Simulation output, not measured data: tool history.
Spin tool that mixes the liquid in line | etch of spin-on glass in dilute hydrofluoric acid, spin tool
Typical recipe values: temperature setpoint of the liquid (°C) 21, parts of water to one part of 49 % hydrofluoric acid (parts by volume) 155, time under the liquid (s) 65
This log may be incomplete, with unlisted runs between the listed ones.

| run | hour | temperature setpoint of the liquid (°C) | parts of water to one part of 49 % hydrofluoric acid (parts by volume) | time under the liquid (s) | wafers since the last listed run | hours since the thermometer was replaced | hours since the hydrofluoric acid flow meter was replaced | hours since the gauge calibration | read-back film thickness of the spin-on glass reference wafer, read on the same gauge (nm) | thickness taken off the spin-on glass on a monitor wafer (nm) |
|---|---|---|---|---|---|---|---|---|---|---|
| 1 | 0 | 21 | 155 | 45 | 0 | 406.7 | 1534.1 | 852.1 | 51.84 | 6.54 |
| 2 | 32.7 | 21 | 155 | 65 | 397 | 439.4 | 1566.8 | 884.8 | 51.82 | 9.43 |
| 3 | 87 | 21 | 155 | 65 | 659 | 493.7 | 1621.1 | 939.1 | 51.96 | 9.45 |
| 4 | 111.9 | 21 | 155 | 65 | 302 | 518.6 | 1646 | 964 | 51.99 | 9.46 |
|  | 159.3 | gauge calibrated |
| 5 | 160.7 | 21 | 155 | 65 | 593 | 567.4 | 1694.8 | 1.4 | 50.2 | 9.1 |
| 6 | 221 | 21 | 155 | 65 | 732 | 627.7 | 1755.1 | 61.7 | 50.39 | 9.09 |
| 7 | 264.7 | 21 | 155 | 65 | 531 | 671.4 | 1798.8 | 105.4 | 50.4 | 9.2 |
| 8 | 324 | 22.5 | 155 | 65 | 720 | 730.7 | 1858.1 | 164.7 | 50.56 | 9.75 |
| 9 | 383.4 | 22.5 | 155 | 65 | 721 | 790.1 | 1917.5 | 224.1 | 50.64 | 9.79 |
| 10 | 441.1 | 22.5 | 155 | 65 | 701 | 847.8 | 1975.2 | 281.8 | 50.8 | 9.74 |
| 11 | 474.6 | 21 | 155 | 65 | 407 | 881.3 | 2008.7 | 315.3 | 50.86 | 9.27 |
| 12 | 499.7 | 21 | 155 | 65 | 305 | 906.4 | 2033.8 | 340.4 | 50.88 | 9.26 |
| 13 | 527.6 | 21 | 155 | 65 | 339 | 934.3 | 2061.7 | 368.3 | 50.94 | 9.27 |
| 14 | 558.2 | 21 | 155 | 65 | 371 | 964.9 | 2092.3 | 398.9 | 51.02 | 9.28 |
| 15 | 607.6 | 21 | 155 | 65 | 600 | 1014.3 | 2141.7 | 448.3 | 51.09 | 9.38 |
| 16 | 645.9 | 24.5 | 155 | 65 | 465 | 1052.6 | 2180 | 486.6 | 51.17 | 10.69 |
| 17 | 687.5 | 23 | 95 | 35 | 505 | 1094.2 | 2221.6 | 528.2 | 51.3 | 9.54 |
| 18 | 723.2 | 23 | 205 | 65 | 433 | 1129.9 | 2257.3 | 563.9 | 51.33 | 7.27 |
| 19 | 747.5 | 21 | 155 | 65 | 295 | 1154.2 | 2281.6 | 588.2 | 51.39 | 9.36 |
|  | 752 | thermometer replaced |
| 20 | 815.3 | 21 | 190 | 35 | 811 | 63.3 | 2349.4 | 656 | 51.52 | 3.98 |
| 21 | 876.2 | 17 | 120 | 65 | 740 | 124.2 | 2410.3 | 716.9 | 51.65 | 10.68 |
| 22 | 921.6 | 23 | 115 | 65 | 551 | 169.6 | 2455.7 | 762.3 | 51.75 | 14.32 |
| 23 | 1052 | 21 | 225 | 40 | 1584 | 300 | 2586.1 | 892.7 | 52 | 3.76 |
|  | 1081.5 | gauge calibrated |
| 24 | 1121.6 | 21 | 155 | 65 | 845 | 369.6 | 2655.7 | 40.1 | 50.18 | 9.14 |
| 25 | 1163.8 | 25.5 | 155 | 65 | 512 | 411.8 | 2697.9 | 82.3 | 50.26 | 10.86 |
|  | 1176 | hydrofluoric acid flow meter replaced |
| 26 | 1207.2 | 21 | 155 | 65 | 515 | 455.2 | 31.2 | 125.7 | 50.37 | 9.18 |
| 27 | 1235.6 | 25.5 | 155 | 75 | 345 | 483.6 | 59.6 | 154.1 | 50.39 | 12.61 |
| 28 | 1347.5 | 25.5 | 220 | 30 | 1359 | 595.5 | 171.5 | 266 | 50.61 | 3.3 |
| 29 | 1408.3 | 21 | 155 | 30 | 738 | 656.3 | 232.3 | 326.8 | 50.72 | 4.25 |
| 30 | 1436.2 | 21 | 130 | 65 | 339 | 684.2 | 260.2 | 354.7 | 50.79 | 11.27 |
| 31 | 1498.4 | 21 | 155 | 65 | 755 | 746.4 | 322.4 | 416.9 | 50.96 | 9.19 |
| 32 | 1553.7 | 21 | 190 | 25 | 672 | 801.7 | 377.7 | 472.2 | 51.02 | 2.81 |
| 33 | 1624.4 | 17 | 155 | 95 | 859 | 872.4 | 448.4 | 542.9 | 51.19 | 11.56 |
|  | 1661.5 | thermometer replaced |
| 34 | 1683.3 | 21 | 155 | 65 | 703 | 21.8 | 507.3 | 601.8 | 51.31 | 9.25 |

Measured result minus the same run's result without the hidden state. Both carry the same run-to-run variation, though not necessarily the same gauge scatter:
Unlogged tool condition in this case: liquid hotter than its thermometer reads (K); hydrofluoric acid flow below the setpoint (%); gauge reads high (%).
| run | thickness taken off the spin-on glass on a monitor wafer (nm) |
|---|---|
| 1 | +0.23 |
| 2 | +0.34 |
| 3 | +0.35 |
| 4 | +0.37 |
| 5 | +0.04 |
| 6 | +0.06 |
| 7 | +0.08 |
| 8 | +0.11 |
| 9 | +0.13 |
| 10 | +0.14 |
| 11 | +0.15 |
| 12 | +0.16 |
| 13 | +0.18 |
| 14 | +0.18 |
| 15 | +0.2 |
| 16 | +0.24 |
| 17 | +0.23 |
| 18 | +0.19 |
| 19 | +0.26 |
| 20 | +0.11 |
| 21 | +0.34 |
| 22 | +0.48 |
| 23 | +0.14 |
| 24 | +0.03 |
| 25 | +0.06 |
| 26 | +0.06 |
| 27 | +0.1 |
| 28 | +0.04 |
| 29 | +0.06 |
| 30 | +0.18 |
| 31 | +0.17 |
| 32 | +0.06 |
| 33 | +0.27 |
| 34 | +0.23 |
